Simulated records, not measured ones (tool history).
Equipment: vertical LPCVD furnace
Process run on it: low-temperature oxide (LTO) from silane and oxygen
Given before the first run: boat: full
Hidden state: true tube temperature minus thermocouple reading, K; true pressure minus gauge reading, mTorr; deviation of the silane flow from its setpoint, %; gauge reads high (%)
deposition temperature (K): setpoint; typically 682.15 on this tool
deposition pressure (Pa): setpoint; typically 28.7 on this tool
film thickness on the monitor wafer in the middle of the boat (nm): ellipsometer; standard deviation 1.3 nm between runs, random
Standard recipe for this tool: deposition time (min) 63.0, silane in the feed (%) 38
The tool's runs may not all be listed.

run,hour,deposition temperature (K),deposition pressure (Pa),deposition time (min),silane in the feed (%),wafers since the last listed run,hours since the last temperature calibration,hours since the pressure gauge was zeroed,hours since the silane flow controller was replaced,hours since the gauge calibration,"read-back reference wafer on the same gauge, thickness",film thickness on the monitor wafer in the middle of the boat (nm)
1,0.0,682.15,28.7,63.0,43,0,1802.1,2140.2,5425.0,1105.0,571.66,680.89
2,68.0,682.15,28.7,63.0,43,822,1870.1,2208.2,5493.0,1173.0,571.76,679.28
3,153.9,682.15,28.7,63.0,43,1039,1956.0,2294.1,5578.9,1258.9,572.01,680.21
4,224.3,682.15,28.7,63.0,38,851,2026.4,2364.5,5649.3,1329.3,571.93,587.61
5,302.9,682.15,28.7,63.0,38,950,2105.0,2443.1,5727.9,1407.9,571.48,591.08
6,358.1,682.15,28.7,63.0,38,667,2160.2,2498.3,5783.1,1463.1,572.08,592.43
7,445.0,675.15,28.7,63.0,38,1051,2247.1,2585.2,5870.0,1550.0,572.36,548.39
8,505.6,688.15,28.7,45.0,38,733,2307.7,2645.8,5930.6,1610.6,572.26,449.44
9,610.7,692.15,35.3,40.5,36,1271,2412.8,2750.9,6035.7,1715.7,572.00,488.21
10,649.9,682.15,32.0,76.5,38,474,2452.0,2790.1,6074.9,1754.9,571.71,800.13
11,724.4,676.15,28.7,41.5,41,901,2526.5,2864.6,6149.4,1829.4,572.10,398.72
12,825.7,690.15,26.0,70.5,38,1225,2627.8,2965.9,6250.7,1930.7,572.09,651.61
13,869.2,682.15,28.7,63.0,38,526,2671.3,3009.4,6294.2,1974.2,572.34,591.25
14,965.5,682.15,23.3,74.0,38,1164,2767.6,3105.7,6390.5,2070.5,572.20,565.82
15,1058.5,689.15,32.7,84.0,38,1125,2860.6,3198.7,6483.5,2163.5,572.21,967.23
# hour 1101.0: pressure gauge zeroed
16,1134.4,682.15,24.7,63.0,44,627,2936.5,33.4,6559.4,2239.4,571.93,599.46
17,1234.8,682.15,28.7,78.0,45,1214,3036.9,133.8,6659.8,2339.8,572.09,879.72
18,1272.6,682.15,28.7,63.0,38,457,3074.7,171.6,6697.6,2377.6,572.26,590.13
# hour 1366.6: thermocouples replaced and temperature profile calibrated
19,1369.8,682.15,28.7,63.0,31,885,3.2,268.8,6794.8,2474.8,572.31,450.29
20,1446.3,682.15,35.3,63.0,43,925,79.7,345.3,6871.3,2551.3,571.71,838.83
21,1526.9,682.15,28.7,88.0,38,975,160.3,425.9,6951.9,2631.9,571.78,825.81
# hour 1656.7: silane flow controller replaced
22,1760.4,690.15,28.7,53.5,38,2534,393.8,659.4,103.7,2865.4,572.00,545.20
# hour 1820.1: gauge calibrated
23,1825.1,688.15,28.7,45.0,41,782,458.5,724.1,168.4,5.0,572.17,489.90
24,1970.3,682.15,28.7,63.0,38,1756,603.7,869.3,313.6,150.2,572.06,590.11
25,2117.2,682.15,28.7,63.0,38,1777,750.6,1016.2,460.5,297.1,572.01,588.91
26,2187.8,682.15,28.7,81.5,38,854,821.2,1086.8,531.1,367.7,571.43,764.46
27,2293.4,682.15,28.7,63.0,40,1277,926.8,1192.4,636.7,473.3,572.26,628.54
28,2387.5,682.15,28.7,51.5,38,1138,1020.9,1286.5,730.8,567.4,572.20,483.15
29,2469.3,691.15,22.7,63.0,38,989,1102.7,1368.3,812.6,649.2,571.78,515.73
30,2668.2,675.15,28.7,63.0,36,2406,1301.6,1567.2,1011.5,848.1,572.05,511.21

What differs in the tool's unlogged condition from the final listed run ahead of each entry between runs to the first listed run following it?
After run 15, before run 16: pressure gauge zeroed (hour 1101.0)
  the hidden state is the same at both runs
After run 18, before run 19: thermocouples replaced and temperature profile calibrated (hour 1366.6)
  the hidden state is the same at both runs
After run 21, before run 22: silane flow controller replaced (hour 1656.7)
  the hidden state is the same at both runs
After run 22, before run 23: gauge calibrated (hour 1820.1)
  the hidden state is the same at both runs
